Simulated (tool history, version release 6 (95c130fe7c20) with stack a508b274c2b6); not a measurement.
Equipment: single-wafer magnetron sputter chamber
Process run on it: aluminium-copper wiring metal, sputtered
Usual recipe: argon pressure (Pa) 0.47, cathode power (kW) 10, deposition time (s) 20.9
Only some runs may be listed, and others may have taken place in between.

run,hour,argon pressure (Pa),cathode power (kW),deposition time (s),"read-back reference wafer on the same gauge, thickness_nm",mean film thickness on the monitor wafer (Å)
1,0,0.47,10,20.9,337.815,3918.68
2,45.7,0.47,10,20.9,337.867,3899.01
3,110.1,0.47,10,20.9,337.649,3852.39
4,185.4,0.47,10,20.9,338.111,3837.76
5,239.8,0.47,9.35,20.9,338.121,3599.27
# hour 337: sputter target and shields replaced
6,468.8,0.47,9.35,20.9,338.002,3603.41
7,560.1,0.47,10,20.9,338.055,3768.91
8,655.4,0.47,10,20.9,337.734,3741.85
# hour 673.3: sputter target and shields replaced
# hour 707: capacitance manometer re-zeroed and calibrated
9,743.2,0.47,10,20.9,337.616,4027.83
10,827.5,0.47,10,20.9,337.739,3996.95
11,934.3,0.47,11.45,24.8,338.188,5251.05
# hour 979: magnet pack replaced
12,1000.7,0.47,10.75,18.4,338.017,3656.87
# hour 1017.3: sputter target and shields replaced
# hour 1056.1: gauge calibrated
13,1060.1,0.47,10,20.9,338.299,4010.05
14,1157.6,0.581,11.8,20.9,337.838,4201.41
15,1202.1,0.47,10,20.9,338.394,3909.98
16,1301.2,0.593,11.95,22.4,337.851,4434.47
# hour 1327.2: sputter target and shields replaced
17,1383.8,0.47,9.15,24.6,337.724,4331.6
18,1480.3,0.419,10,19.6,337.988,3838.45

Run 19 comes next. What will it give?
19,1574,0.47,10,20.9,?,?

read-back reference wafer on the same gauge, thickness_nm: 338.399
mean film thickness on the monitor wafer (Å): 3874.12
Had the tool carried no hidden state, the very same run would have given mean film thickness on the monitor wafer (Å) 4080.56.
